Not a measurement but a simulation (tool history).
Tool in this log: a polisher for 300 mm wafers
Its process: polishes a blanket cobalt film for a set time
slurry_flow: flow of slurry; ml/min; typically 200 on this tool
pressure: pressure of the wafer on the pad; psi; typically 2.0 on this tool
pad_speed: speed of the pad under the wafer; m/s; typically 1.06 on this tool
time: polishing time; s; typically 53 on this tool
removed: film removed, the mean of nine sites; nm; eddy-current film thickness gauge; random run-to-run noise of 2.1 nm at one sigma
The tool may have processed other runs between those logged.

run	day	slurry_flow	pressure	pad_speed	time	incoming thickness of the incoming film, nm	removed
1	0.000	200	1.6	0.84	53	796.3	139.3
# day 0.817: worn pad replaced by a new one
2	1.021	200	2.0	1.06	53	798.8	214.8
3	2.408	200	2.0	1.06	53	787.0	216.9
4	3.142	200	2.0	1.06	53	805.9	214.8
5	4.579	200	2.0	1.20	53	805.5	246.7
6	5.229	200	2.0	1.20	53	799.9	246.4
# day 6.762: worn pad replaced by a new one, of another model than before
# day 7.671: slurry nozzle cleaned
7	7.692	200	2.0	1.20	53	803.6	246.9
8	8.750	180	2.0	1.06	53	781.6	223.0
9	10.033	180	2.0	1.06	53	789.9	218.5
10	11.117	200	1.5	1.06	53	812.6	192.3
11	12.175	200	1.4	0.84	68	812.4	204.7
# day 12.538: worn pad replaced by a new one
12	13.662	250	2.0	1.06	35	806.5	147.1
13	15.046	200	1.4	1.06	53	809.3	175.9
14	15.629	200	2.0	1.06	53	809.8	208.5
15	16.508	140	2.0	1.06	53	801.1	183.1
# day 17.204: head pressure recalibrated
16	17.450	255	2.0	1.06	53	815.7	221.1
17	18.425	200	1.8	1.06	53	800.4	193.1
# day 18.633: worn pad replaced by a new one
18	18.979	200	2.0	1.06	53	801.2	210.3
19	20.046	200	1.4	0.82	37	815.8	102.9
20	21.125	250	1.4	1.06	53	805.0	180.0
21	22.596	200	2.0	1.26	53	785.3	222.9

3 ways to go on from here, each from the tool as it stands after run 21. What would each give?
A	22.612	200	2.0	0.92	53	807.7	?
B	22.612	200	2.0	1.36	35	807.7	?
C	22.612	180	2.6	1.24	45	807.7	?

run	removed
A	187.0
B	157.1
C	214.2
Without the tool's unlogged condition, the same runs would have read:
run	removed
A	215.1
B	180.8
C	251.1
